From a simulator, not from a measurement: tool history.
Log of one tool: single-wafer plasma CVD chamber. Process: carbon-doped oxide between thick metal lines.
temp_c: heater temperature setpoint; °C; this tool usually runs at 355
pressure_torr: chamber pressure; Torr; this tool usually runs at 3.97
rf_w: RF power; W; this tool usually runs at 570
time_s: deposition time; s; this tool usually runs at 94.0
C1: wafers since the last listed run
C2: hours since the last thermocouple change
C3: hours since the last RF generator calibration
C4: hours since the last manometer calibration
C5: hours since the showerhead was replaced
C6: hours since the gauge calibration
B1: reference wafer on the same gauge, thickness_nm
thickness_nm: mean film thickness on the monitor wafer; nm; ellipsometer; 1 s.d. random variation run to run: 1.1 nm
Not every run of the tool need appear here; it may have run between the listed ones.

{"run": 1, "hour": 0.0, "temp_c": 355, "pressure_torr": 3.38, "rf_w": 570, "time_s": 108.0, "C1": 0, "C2": 200.6, "C3": 265.2, "C4": 1961.2, "C5": 5798.9, "C6": 1958.4, "B1": 506.129, "thickness_nm": 569.753}
{"run": 2, "hour": 47.2, "temp_c": 355, "pressure_torr": 3.97, "rf_w": 630, "time_s": 94.0, "C1": 512, "C2": 247.8, "C3": 312.4, "C4": 2008.4, "C5": 5846.1, "C6": 2005.6, "B1": 506.005, "thickness_nm": 532.146}
{"run": 3, "hour": 153.6, "temp_c": 355, "pressure_torr": 3.97, "rf_w": 630, "time_s": 94.0, "C1": 1155, "C2": 354.2, "C3": 418.8, "C4": 2114.8, "C5": 5952.5, "C6": 2112.0, "B1": 506.034, "thickness_nm": 531.308}
{"hour": 168.3, "done": "capacitance manometer re-zeroed and calibrated"}
{"run": 4, "hour": 252.4, "temp_c": 360, "pressure_torr": 3.97, "rf_w": 570, "time_s": 86.6, "C1": 986, "C2": 453.0, "C3": 517.6, "C4": 84.1, "C5": 6051.3, "C6": 2210.8, "B1": 506.084, "thickness_nm": 458.793}
{"run": 5, "hour": 300.2, "temp_c": 355, "pressure_torr": 3.97, "rf_w": 570, "time_s": 94.0, "C1": 519, "C2": 500.8, "C3": 565.4, "C4": 131.9, "C5": 6099.1, "C6": 2258.6, "B1": 506.056, "thickness_nm": 501.828}
{"run": 6, "hour": 389.4, "temp_c": 355, "pressure_torr": 3.97, "rf_w": 570, "time_s": 94.0, "C1": 969, "C2": 590.0, "C3": 654.6, "C4": 221.1, "C5": 6188.3, "C6": 2347.8, "B1": 505.989, "thickness_nm": 503.838}
{"run": 7, "hour": 462.0, "temp_c": 368, "pressure_torr": 3.97, "rf_w": 535, "time_s": 107.3, "C1": 788, "C2": 662.6, "C3": 727.2, "C4": 293.7, "C5": 6260.9, "C6": 2420.4, "B1": 505.95, "thickness_nm": 542.455}
{"run": 8, "hour": 550.1, "temp_c": 360, "pressure_torr": 3.97, "rf_w": 570, "time_s": 94.0, "C1": 957, "C2": 750.7, "C3": 815.3, "C4": 381.8, "C5": 6349.0, "C6": 2508.5, "B1": 505.844, "thickness_nm": 498.264}
{"run": 9, "hour": 597.1, "temp_c": 355, "pressure_torr": 3.3, "rf_w": 570, "time_s": 94.0, "C1": 510, "C2": 797.7, "C3": 862.3, "C4": 428.8, "C5": 6396.0, "C6": 2555.5, "B1": 506.005, "thickness_nm": 491.976}
{"run": 10, "hour": 667.1, "temp_c": 362, "pressure_torr": 3.37, "rf_w": 625, "time_s": 77.9, "C1": 760, "C2": 867.7, "C3": 932.3, "C4": 498.8, "C5": 6466.0, "C6": 2625.5, "B1": 506.05, "thickness_nm": 421.293}
{"hour": 669.0, "done": "gauge calibrated"}
{"run": 11, "hour": 734.9, "temp_c": 355, "pressure_torr": 4.39, "rf_w": 635, "time_s": 94.0, "C1": 736, "C2": 935.5, "C3": 1000.1, "C4": 566.6, "C5": 6533.8, "C6": 65.9, "B1": 506.164, "thickness_nm": 536.555}
{"run": 12, "hour": 837.0, "temp_c": 355, "pressure_torr": 3.6, "rf_w": 570, "time_s": 94.0, "C1": 1109, "C2": 1037.6, "C3": 1102.2, "C4": 668.7, "C5": 6635.9, "C6": 168.0, "B1": 506.186, "thickness_nm": 497.564}
{"run": 13, "hour": 944.2, "temp_c": 355, "pressure_torr": 3.24, "rf_w": 655, "time_s": 94.0, "C1": 1164, "C2": 1144.8, "C3": 1209.4, "C4": 775.9, "C5": 6743.1, "C6": 275.2, "B1": 505.975, "thickness_nm": 525.812}
{"run": 14, "hour": 1012.2, "temp_c": 355, "pressure_torr": 3.97, "rf_w": 530, "time_s": 105.7, "C1": 738, "C2": 1212.8, "C3": 1277.4, "C4": 843.9, "C5": 6811.1, "C6": 343.2, "B1": 505.876, "thickness_nm": 547.458}
{"run": 15, "hour": 1061.2, "temp_c": 355, "pressure_torr": 3.97, "rf_w": 570, "time_s": 94.0, "C1": 532, "C2": 1261.8, "C3": 1326.4, "C4": 892.9, "C5": 6860.1, "C6": 392.2, "B1": 506.084, "thickness_nm": 504.505}
{"run": 16, "hour": 1155.9, "temp_c": 363, "pressure_torr": 3.97, "rf_w": 470, "time_s": 94.0, "C1": 1028, "C2": 1356.5, "C3": 1421.1, "C4": 987.6, "C5": 6954.8, "C6": 486.9, "B1": 506.191, "thickness_nm": 452.072}
{"run": 17, "hour": 1229.5, "temp_c": 355, "pressure_torr": 3.58, "rf_w": 570, "time_s": 94.0, "C1": 799, "C2": 1430.1, "C3": 1494.7, "C4": 1061.2, "C5": 7028.4, "C6": 560.5, "B1": 505.858, "thickness_nm": 498.241}
{"run": 18, "hour": 1316.7, "temp_c": 355, "pressure_torr": 3.97, "rf_w": 570, "time_s": 94.0, "C1": 947, "C2": 1517.3, "C3": 1581.9, "C4": 1148.4, "C5": 7115.6, "C6": 647.7, "B1": 506.045, "thickness_nm": 503.09}

The next listed run, before its measurement:
{"hour": 1392.6, "done": "showerhead replaced"}
{"run": 19, "hour": 1401.7, "temp_c": 355, "pressure_torr": 2.99, "rf_w": 570, "time_s": 94.0, "C1": 836, "C2": 1602.3, "C3": 1666.9, "C4": 1233.4, "C5": 9.1, "C6": 732.7, "B1": "?", "thickness_nm": "?"}

For run 19 the tool returned B1 506.078, thickness_nm 489.198 nm.
The same run, on a tool lacking any hidden state, would have yielded thickness_nm 488.030 nm.

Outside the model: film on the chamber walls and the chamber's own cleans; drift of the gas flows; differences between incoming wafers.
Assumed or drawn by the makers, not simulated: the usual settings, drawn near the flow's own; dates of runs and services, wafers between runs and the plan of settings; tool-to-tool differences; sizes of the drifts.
